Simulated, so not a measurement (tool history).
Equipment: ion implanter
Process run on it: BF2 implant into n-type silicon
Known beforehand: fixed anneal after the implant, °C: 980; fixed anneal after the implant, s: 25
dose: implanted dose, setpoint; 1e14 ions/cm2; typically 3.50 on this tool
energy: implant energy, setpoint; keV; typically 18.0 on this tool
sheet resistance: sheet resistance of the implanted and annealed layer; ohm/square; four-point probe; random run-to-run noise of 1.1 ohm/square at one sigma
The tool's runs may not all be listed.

run	hour	dose	energy	read-back reference wafer on the same gauge, sheet resistance	sheet resistance
1	0.0	3.50	16.5	321.82	368.31
2	13.4	3.50	16.5	321.91	371.39
3	30.2	3.50	19.5	322.25	357.75
4	41.5	3.50	19.5	321.88	359.07
5	50.0	3.50	19.5	322.13	357.62
6	57.7	3.50	18.0	322.14	364.19
7	71.8	3.50	13.5	322.00	387.39
8	81.3	3.50	13.5	322.12	387.68
9	91.3	3.50	13.5	321.87	389.03
10	109.1	3.50	18.0	321.63	363.97
11	116.5	3.50	18.0	321.60	361.55
12	134.1	3.50	13.0	322.06	392.72
13	148.9	3.50	13.0	322.17	390.28
14	165.7	2.84	21.0	322.46	414.29
# hour 178.0: gauge calibrated
15	179.0	2.84	21.0	322.03	413.25
16	196.3	4.08	18.0	321.74	326.48
17	207.3	4.08	18.0	322.02	327.74
18	253.0	2.65	14.5	321.93	459.59
19	261.8	3.50	16.5	321.80	366.22
20	268.7	4.06	14.5	322.24	344.59
# hour 286.5: extraction supply calibrated
21	287.0	2.79	14.0	322.38	444.40
22	287.6	3.50	20.5	322.21	350.07
23	305.4	3.50	18.0	322.13	358.04
# hour 315.0: Faraday cup replaced and dose calibrated
24	317.9	2.79	22.0	322.21	426.24
25	359.2	2.84	21.0	321.74	421.96
26	372.9	3.50	15.0	322.32	381.07
27	379.2	4.08	22.5	322.17	317.03
28	396.0	3.50	18.0	321.93	368.03
29	412.0	2.70	18.0	321.90	448.10
30	423.4	2.84	21.0	322.22	422.50
31	434.7	4.12	13.5	322.07	359.32
32	450.6	4.53	15.0	322.30	329.18
33	466.3	3.22	15.5	321.95	400.84
34	475.5	3.50	15.0	321.77	381.42
35	488.8	3.50	18.0	321.78	367.30

3 ways to go on from here, each from the tool as it stands after run 35. What would each give?
A	489.2	3.50	22.0	?	?
B	489.2	3.86	16.0	?	?
C	489.2	3.97	20.5	?	?

run	read-back reference wafer on the same gauge, sheet resistance	sheet resistance
A	322.10	357.40
B	322.10	354.75
C	322.10	330.18
Stripped of hidden state, with their random variation kept, the same runs would have yielded:
run	sheet resistance
A	359.48
B	356.43
C	331.92
